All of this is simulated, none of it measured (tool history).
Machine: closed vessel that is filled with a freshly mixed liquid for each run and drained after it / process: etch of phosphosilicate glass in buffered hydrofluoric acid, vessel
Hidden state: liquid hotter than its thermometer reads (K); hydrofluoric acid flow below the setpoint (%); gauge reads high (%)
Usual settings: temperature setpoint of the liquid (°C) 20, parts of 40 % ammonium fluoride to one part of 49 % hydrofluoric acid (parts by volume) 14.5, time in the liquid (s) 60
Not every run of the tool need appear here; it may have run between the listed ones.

run,hour,temperature setpoint of the liquid (°C),parts of 40 % ammonium fluoride to one part of 49 % hydrofluoric acid (parts by volume),time in the liquid (s),wafers since the last listed run,hours since the thermometer was replaced,hours since the hydrofluoric acid flow meter was replaced,hours since the gauge calibration,"read-back film thickness of the phosphosilicate glass reference wafer, read on the same gauge (nm)",thickness taken off the phosphosilicate glass on a monitor wafer (nm)
1,0,18.5,14.5,60,0,1627,1260.4,512,100.03,151.51
2,34.6,17,14.5,60,4430,1661.6,1295,546.6,100,139.33
3,78.6,17,14.5,60,5634,1705.6,1339,590.6,100.02,139.49
4,114.1,17,14.5,60,4545,1741.1,1374.5,626.1,100,140.5
5,144.6,20,14.5,60,3905,1771.6,1405,656.6,100,166.34
6,172.2,20,14.5,85,3534,1799.2,1432.6,684.2,99.99,233.57
7,215,20,14.5,85,5480,1842,1475.4,727,100,235.67
8,252.1,20,14.5,85,4750,1879.1,1512.5,764.1,100.05,235.14
9,321.7,20,14.5,60,8912,1948.7,1582.1,833.7,99.99,167.13
10,386.1,20,14.5,60,8246,2013.1,1646.5,898.1,100.03,167.53
11,440.1,20,14.5,60,6914,2067.1,1700.5,952.1,100,169.06
# hour 473.7: gauge calibrated
12,475,20,14.5,60,4468,2102,1735.4,1.3,100,168.77
13,518.9,20,14.5,60,5621,2145.9,1779.3,45.2,99.98,169.07
14,568.9,21.5,14.5,60,6402,2195.9,1829.3,95.2,100.01,185.22
15,634.8,20,14.5,75,8438,2261.8,1895.2,161.1,100.01,212.5
# hour 670.7: thermometer replaced
# hour 695.8: hydrofluoric acid flow meter replaced
16,783,20,12,60,18720,112.3,87.2,309.3,99.97,188.06
17,843.6,20,14.5,60,7759,172.9,147.8,369.9,99.99,156.42
18,900.6,22.5,9.5,60,7298,229.9,204.8,426.9,99.97,265.99
19,934.9,20,14.5,60,4392,264.2,239.1,461.2,100.03,157.08
20,995.7,17.5,9,30,7785,325,299.9,522,100.03,105.07
21,1041.7,17,17.5,90,5890,371,345.9,568,100.03,166.98
22,1077.5,18.5,20,45,4584,406.8,381.7,603.8,100.01,80.07

4 ways to go on from here, each from the tool as it stands after run 22. What would each give?
A,1078.2,20,14.5,60,89,407.5,382.4,604.5,?,?
B,1078.2,17.5,14.5,60,89,407.5,382.4,604.5,?,?
C,1078.2,17,14.5,85,89,407.5,382.4,604.5,?,?
D,1078.2,25,20,60,89,407.5,382.4,604.5,?,?

run,"read-back film thickness of the phosphosilicate glass reference wafer, read on the same gauge (nm)",thickness taken off the phosphosilicate glass on a monitor wafer (nm)
A,100.04,159.44
B,100.04,138.51
C,100.04,190.73
D,100.04,152.92
What these runs would have given with no unlogged condition in the tool:
run,thickness taken off the phosphosilicate glass on a monitor wafer (nm)
A,153.84
B,133.56
C,183.89
D,147.69

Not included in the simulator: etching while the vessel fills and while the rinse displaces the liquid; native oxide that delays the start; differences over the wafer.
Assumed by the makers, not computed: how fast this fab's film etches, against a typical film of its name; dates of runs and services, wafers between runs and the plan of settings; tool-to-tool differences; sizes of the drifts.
